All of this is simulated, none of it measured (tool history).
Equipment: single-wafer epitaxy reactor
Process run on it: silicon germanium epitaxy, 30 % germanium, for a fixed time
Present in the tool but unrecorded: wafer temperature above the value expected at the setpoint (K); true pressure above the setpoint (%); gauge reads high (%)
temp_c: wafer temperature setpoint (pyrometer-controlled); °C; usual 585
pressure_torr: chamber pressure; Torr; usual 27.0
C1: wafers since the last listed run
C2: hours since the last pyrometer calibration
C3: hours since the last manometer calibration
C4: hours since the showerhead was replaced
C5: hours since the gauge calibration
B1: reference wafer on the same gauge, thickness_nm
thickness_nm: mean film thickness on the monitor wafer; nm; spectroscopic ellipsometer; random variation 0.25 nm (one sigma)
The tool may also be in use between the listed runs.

{"run": 1, "hour": 0.0, "temp_c": 581, "pressure_torr": 28.6, "C1": 0, "C2": 672.1, "C3": 2010.6, "C4": 2940.2, "C5": 499.1, "B1": 56.701, "thickness_nm": 44.373}
{"run": 2, "hour": 32.3, "temp_c": 581, "pressure_torr": 28.6, "C1": 467, "C2": 704.4, "C3": 2042.9, "C4": 2972.5, "C5": 531.4, "B1": 56.884, "thickness_nm": 45.003}
{"run": 3, "hour": 241.7, "temp_c": 585, "pressure_torr": 27.0, "C1": 3033, "C2": 913.8, "C3": 2252.3, "C4": 3181.9, "C5": 740.8, "B1": 57.443, "thickness_nm": 48.183}
{"run": 4, "hour": 302.5, "temp_c": 585, "pressure_torr": 27.0, "C1": 880, "C2": 974.6, "C3": 2313.1, "C4": 3242.7, "C5": 801.6, "B1": 57.79, "thickness_nm": 48.488}
{"run": 5, "hour": 370.7, "temp_c": 585, "pressure_torr": 27.0, "C1": 988, "C2": 1042.8, "C3": 2381.3, "C4": 3310.9, "C5": 869.8, "B1": 58.025, "thickness_nm": 48.647}
{"hour": 396.4, "done": "showerhead replaced"}
{"hour": 426.7, "done": "capacitance manometer re-zeroed and calibrated"}
{"run": 6, "hour": 436.8, "temp_c": 585, "pressure_torr": 27.0, "C1": 725, "C2": 1108.9, "C3": 10.1, "C4": 40.4, "C5": 935.9, "B1": 58.165, "thickness_nm": 48.292}
{"hour": 475.9, "done": "pyrometer calibrated"}
{"run": 7, "hour": 496.3, "temp_c": 585, "pressure_torr": 27.0, "C1": 746, "C2": 20.4, "C3": 69.6, "C4": 99.9, "C5": 995.4, "B1": 58.514, "thickness_nm": 49.039}
{"run": 8, "hour": 537.0, "temp_c": 585, "pressure_torr": 27.0, "C1": 589, "C2": 61.1, "C3": 110.3, "C4": 140.6, "C5": 1036.1, "B1": 58.636, "thickness_nm": 49.076}
{"run": 9, "hour": 595.9, "temp_c": 585, "pressure_torr": 27.0, "C1": 853, "C2": 120.0, "C3": 169.2, "C4": 199.5, "C5": 1095.0, "B1": 59.043, "thickness_nm": 49.594}
{"hour": 607.5, "done": "gauge calibrated"}
{"run": 10, "hour": 645.1, "temp_c": 594, "pressure_torr": 30.6, "C1": 712, "C2": 169.2, "C3": 218.4, "C4": 248.7, "C5": 37.6, "B1": 55.603, "thickness_nm": 58.355}
{"run": 11, "hour": 669.9, "temp_c": 596, "pressure_torr": 24.1, "C1": 359, "C2": 194.0, "C3": 243.2, "C4": 273.5, "C5": 62.4, "B1": 55.625, "thickness_nm": 56.094}
{"run": 12, "hour": 738.2, "temp_c": 580, "pressure_torr": 27.0, "C1": 989, "C2": 262.3, "C3": 311.5, "C4": 341.8, "C5": 130.7, "B1": 55.7, "thickness_nm": 42.022}
{"run": 13, "hour": 793.3, "temp_c": 589, "pressure_torr": 27.0, "C1": 798, "C2": 317.4, "C3": 366.6, "C4": 396.9, "C5": 185.8, "B1": 55.66, "thickness_nm": 50.859}
{"run": 14, "hour": 817.6, "temp_c": 585, "pressure_torr": 27.0, "C1": 352, "C2": 341.7, "C3": 390.9, "C4": 421.2, "C5": 210.1, "B1": 55.685, "thickness_nm": 46.425}
{"run": 15, "hour": 868.8, "temp_c": 585, "pressure_torr": 27.0, "C1": 741, "C2": 392.9, "C3": 442.1, "C4": 472.4, "C5": 261.3, "B1": 55.631, "thickness_nm": 46.869}
{"run": 16, "hour": 894.1, "temp_c": 585, "pressure_torr": 32.3, "C1": 366, "C2": 418.2, "C3": 467.4, "C4": 497.7, "C5": 286.6, "B1": 55.876, "thickness_nm": 50.138}
{"run": 17, "hour": 931.1, "temp_c": 585, "pressure_torr": 25.0, "C1": 536, "C2": 455.2, "C3": 504.4, "C4": 534.7, "C5": 323.6, "B1": 55.904, "thickness_nm": 45.488}
{"run": 18, "hour": 961.1, "temp_c": 585, "pressure_torr": 27.0, "C1": 434, "C2": 485.2, "C3": 534.4, "C4": 564.7, "C5": 353.6, "B1": 55.801, "thickness_nm": 46.56}

Alternative continuations, all from the tool just after run 18; predict every row:
{"run": "A", "hour": 961.5, "temp_c": 585, "pressure_torr": 27.0, "C1": 5, "C2": 485.6, "C3": 534.8, "C4": 565.1, "C5": 354.0, "B1": "?", "thickness_nm": "?"}
{"run": "B", "hour": 961.5, "temp_c": 578, "pressure_torr": 30.6, "C1": 5, "C2": 485.6, "C3": 534.8, "C4": 565.1, "C5": 354.0, "B1": "?", "thickness_nm": "?"}
{"run": "C", "hour": 961.5, "temp_c": 576, "pressure_torr": 20.7, "C1": 5, "C2": 485.6, "C3": 534.8, "C4": 565.1, "C5": 354.0, "B1": "?", "thickness_nm": "?"}
{"run": "D", "hour": 961.5, "temp_c": 579, "pressure_torr": 24.5, "C1": 5, "C2": 485.6, "C3": 534.8, "C4": 565.1, "C5": 354.0, "B1": "?", "thickness_nm": "?"}
{"run": "E", "hour": 961.5, "temp_c": 573, "pressure_torr": 23.1, "C1": 5, "C2": 485.6, "C3": 534.8, "C4": 565.1, "C5": 354.0, "B1": "?", "thickness_nm": "?"}

run=A B1=55.834 thickness_nm=47.017
run=B B1=55.834 thickness_nm=42.604
run=C B1=55.834 thickness_nm=35.326
run=D B1=55.834 thickness_nm=40.035
run=E B1=55.834 thickness_nm=34.517
The same runs, with their run-to-run variation unchanged, on a tool lacking any hidden condition would have given:
run=A thickness_nm=47.180
run=B thickness_nm=42.750
run=C thickness_nm=35.447
run=D thickness_nm=40.173
run=E thickness_nm=34.636
